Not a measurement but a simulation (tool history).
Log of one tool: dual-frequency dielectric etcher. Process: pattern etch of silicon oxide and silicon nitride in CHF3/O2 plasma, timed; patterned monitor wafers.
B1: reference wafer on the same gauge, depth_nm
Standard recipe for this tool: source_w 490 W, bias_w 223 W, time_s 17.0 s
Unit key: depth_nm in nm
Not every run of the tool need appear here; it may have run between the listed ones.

Run 1, hour 0.0: usual settings but source_w 430 W; B1 23.23. Result: depth_nm 24.98 nm.
Run 2, hour 70.4: usual settings; B1 23.21. Result: depth_nm 25.79 nm.
At hour 124.4: wet clean of the chamber.
Run 3, hour 124.9: usual settings; B1 23.20. Result: depth_nm 25.82 nm.
Run 4, hour 150.8: usual settings but bias_w 249 W, time_s 14.5 s; B1 23.20. Result: depth_nm 23.32 nm.
Run 5, hour 198.9: usual settings; B1 23.19. Result: depth_nm 25.83 nm.
Run 6, hour 256.9: usual settings; B1 23.22. Result: depth_nm 25.79 nm.
Run 7, hour 384.3: usual settings; B1 23.20. Result: depth_nm 25.88 nm.
At hour 426.0: bias power generator calibrated.
Run 8, hour 556.3: usual settings; B1 23.22. Result: depth_nm 25.80 nm.
Run 9, hour 581.4: usual settings; B1 23.20. Result: depth_nm 25.76 nm.
Run 10, hour 618.3: usual settings but time_s 14.0 s; B1 23.21. Result: depth_nm 21.25 nm.
Run 11, hour 686.1: usual settings but source_w 580 W, time_s 12.0 s; B1 23.17. Result: depth_nm 19.10 nm.
At hour 743.6: wet clean of the chamber.
Run 12, hour 744.1: usual settings but source_w 430 W; B1 23.22. Result: depth_nm 24.86 nm.
Run 13, hour 774.3: usual settings; B1 23.19. Result: depth_nm 25.81 nm.
Run 14, hour 809.0: usual settings; B1 23.21. Result: depth_nm 25.90 nm.
Run 15, hour 860.9: usual settings but bias_w 183 W; B1 23.19. Result: depth_nm 23.06 nm.
Run 16, hour 898.7: usual settings but bias_w 254 W; B1 23.17. Result: depth_nm 27.56 nm.
At hour 956.1: source power generator calibrated.
Run 17, hour 960.9: usual settings; B1 23.21. Result: depth_nm 25.93 nm.
At hour 997.4: upper electrode replaced.
Run 18, hour 1000.3: usual settings but source_w 520 W, bias_w 195 W; B1 23.21. Result: depth_nm 24.33 nm.
Run 19, hour 1042.0: usual settings but source_w 540 W, bias_w 186 W, time_s 19.0 s; B1 23.22. Result: depth_nm 26.76 nm.
At hour 1142.9: gauge calibrated.
Run 20, hour 1190.5: usual settings but bias_w 252 W; B1 23.18. Result: depth_nm 27.67 nm.
Run 21, hour 1243.8: usual settings but source_w 420 W, bias_w 255 W, time_s 20.5 s; B1 23.19. Result: depth_nm 32.22 nm.
Run 22, hour 1313.5: usual settings; B1 23.20. Result: depth_nm 25.82 nm.
At hour 1390.9: wet clean of the chamber.
Run 23, hour 1413.7: usual settings but bias_w 203 W, time_s 15.5 s; B1 23.18. Result: depth_nm 22.27 nm.
Run 24, hour 1481.6: usual settings but source_w 530 W, bias_w 189 W, time_s 15.0 s; B1 23.22. Result: depth_nm 21.22 nm.
Run 25, hour 1657.6: usual settings but bias_w 274 W, time_s 21.5 s; B1 23.21. Result: depth_nm 36.45 nm.
Run 26, hour 1694.5: usual settings but source_w 550 W, bias_w 204 W, time_s 19.0 s; B1 23.19. Result: depth_nm 28.31 nm.
Run 27, hour 1753.2: usual settings but source_w 590 W; B1 23.18. Result: depth_nm 27.17 nm.
Run 28, hour 1790.0: usual settings but source_w 560 W, bias_w 255 W, time_s 12.0 s; B1 23.18. Result: depth_nm 20.32 nm.
Run 29, hour 1833.8: usual settings but source_w 610 W, bias_w 260 W, time_s 20.5 s; B1 23.19. Result: depth_nm 35.76 nm.

The tool's hidden state at each run:
etch rate over this chamber's usual, %: 0 at every run
source power that arrives over what is set, %: 0 at every run
bias power that arrives over what is set, %: 0 at every run
gauge reads high (%): 0 at every run
